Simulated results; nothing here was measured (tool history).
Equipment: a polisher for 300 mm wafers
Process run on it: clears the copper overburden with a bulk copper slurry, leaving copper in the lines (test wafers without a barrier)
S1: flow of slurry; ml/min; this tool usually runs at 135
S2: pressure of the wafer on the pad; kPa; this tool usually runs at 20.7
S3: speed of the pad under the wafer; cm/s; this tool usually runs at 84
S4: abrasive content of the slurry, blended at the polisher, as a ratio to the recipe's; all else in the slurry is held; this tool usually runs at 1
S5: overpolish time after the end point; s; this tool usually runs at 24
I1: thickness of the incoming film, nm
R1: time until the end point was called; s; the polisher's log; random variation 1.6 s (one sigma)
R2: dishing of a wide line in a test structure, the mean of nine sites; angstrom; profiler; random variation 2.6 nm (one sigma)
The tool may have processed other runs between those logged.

Run 1, day 0: usual settings but S4 1.15; I1 1009.8. Result: R1 89.7 s, R2 1102 angstrom.
Run 2, day 0.533: usual settings but S4 1.15; I1 996. Result: R1 92.4 s, R2 1088 angstrom.
Run 3, day 1.238: usual settings but S3 60 cm/s; I1 996.1. Result: R1 122.8 s, R2 927 angstrom.
Run 4, day 1.7: usual settings but S3 60 cm/s; I1 1004.9. Result: R1 126 s, R2 928 angstrom.
Run 5, day 2.45: usual settings but S4 1.1; I1 1008.6. Result: R1 104.7 s, R2 1038 angstrom.
At day 2.792: worn pad replaced by a new one.
Run 6, day 2.812: usual settings; I1 996.4. Result: R1 93.8 s, R2 1070 angstrom.
Run 7, day 3.167: usual settings but S4 0.95; I1 1000.8. Result: R1 96.4 s, R2 1101 angstrom.
Run 8, day 3.771: usual settings but S4 0.95; I1 1011.6. Result: R1 98.1 s, R2 1056 angstrom.
At day 4.221: slurry blender recalibrated.
Run 9, day 4.412: usual settings but S4 0.9; I1 1024.3. Result: R1 105.5 s, R2 1035 angstrom.
Run 10, day 4.7: usual settings but S4 0.9; I1 1011. Result: R1 108 s, R2 998 angstrom.
Run 11, day 5.367: usual settings but S4 0.9; I1 1007.6. Result: R1 107.7 s, R2 977 angstrom.
At day 5.683: worn pad replaced by a new one.
Run 12, day 5.85: usual settings; I1 994.8. Result: R1 91 s, R2 1080 angstrom.
At day 6.1: head pressure recalibrated.
Run 13, day 6.304: usual settings but S1 105 ml/min, S2 22.8 kPa, S4 1.2, S5 19 s; I1 1004.7. Result: R1 89.3 s, R2 1031 angstrom.
Run 14, day 6.612: usual settings but S1 115 ml/min; I1 1008.2. Result: R1 102.3 s, R2 1021 angstrom.
Run 15, day 7.138: usual settings but S1 160 ml/min, S4 1.15; I1 1031.8. Result: R1 95 s, R2 1037 angstrom.
Run 16, day 7.604: usual settings but S1 115 ml/min, S2 13.8 kPa, S3 74 cm/s, S4 0.9; I1 1020.2. Result: R1 183.5 s, R2 692 angstrom.
At day 8.142: slurry nozzle cleaned.
Run 17, day 8.196: usual settings but S1 115 ml/min, S2 24.1 kPa, S3 108 cm/s, S4 0.8; I1 1028.3. Result: R1 85.8 s, R2 1200 angstrom.
Run 18, day 8.467: usual settings but S4 1.3; I1 1011.7. Result: R1 99 s, R2 1021 angstrom.
At day 8.771: worn pad replaced by a new one.
Run 19, day 9.2: usual settings but S1 165 ml/min, S2 26.9 kPa, S4 0.75; I1 998.2. Result: R1 76.9 s, R2 1226 angstrom.
Run 20, day 9.738: usual settings; I1 997. Result: R1 97.6 s, R2 1048 angstrom.
Run 21, day 10.221: usual settings; I1 1001.9. Result: R1 96.4 s, R2 1032 angstrom.
Run 22, day 10.858: usual settings; I1 1013.2. Result: R1 102.7 s, R2 1024 angstrom.
Run 23, day 11.558: usual settings; I1 1008. Result: R1 107.7 s, R2 1040 angstrom.
At day 11.896: worn pad replaced by a new one.
Run 24, day 11.917: usual settings but S3 104 cm/s; I1 999.4. Result: R1 80.5 s, R2 1183 angstrom.

Measured minus without-hidden-state, run by run (identical run-to-run variation in each term; gauge scatter may differ):
The tool's hidden condition here consists of: removal rate lost through wear of the pad, %; slurry flow missing at the pad, %; deviation of the head's pressure from its setpoint, %; abrasive missing from the slurry, %.
run     R1   R2
  1   +0.5   -3
  2   +2.7  -17
  3   +7.3  -36
  4  +10.1  -49
  5  +11.7  -70
  6   +0.5   -3
  7   +1.9  -13
  8   +4.6  -28
  9   +7.8  -45
 10   +9.3  -52
 11  +12.4  -70
 12   +1.9  -12
 13   +3.6  -27
 14   +5.5  -32
 15   +7.3  -44
 16  +17.8  -49
 17  +10.5  -79
 18  +13.2  -81
 19   +2.4  -20
 20   +5.3  -33
 21   +7.3  -45
 22  +10.6  -64
 23  +14.4  -87
 24   +0.2   -1
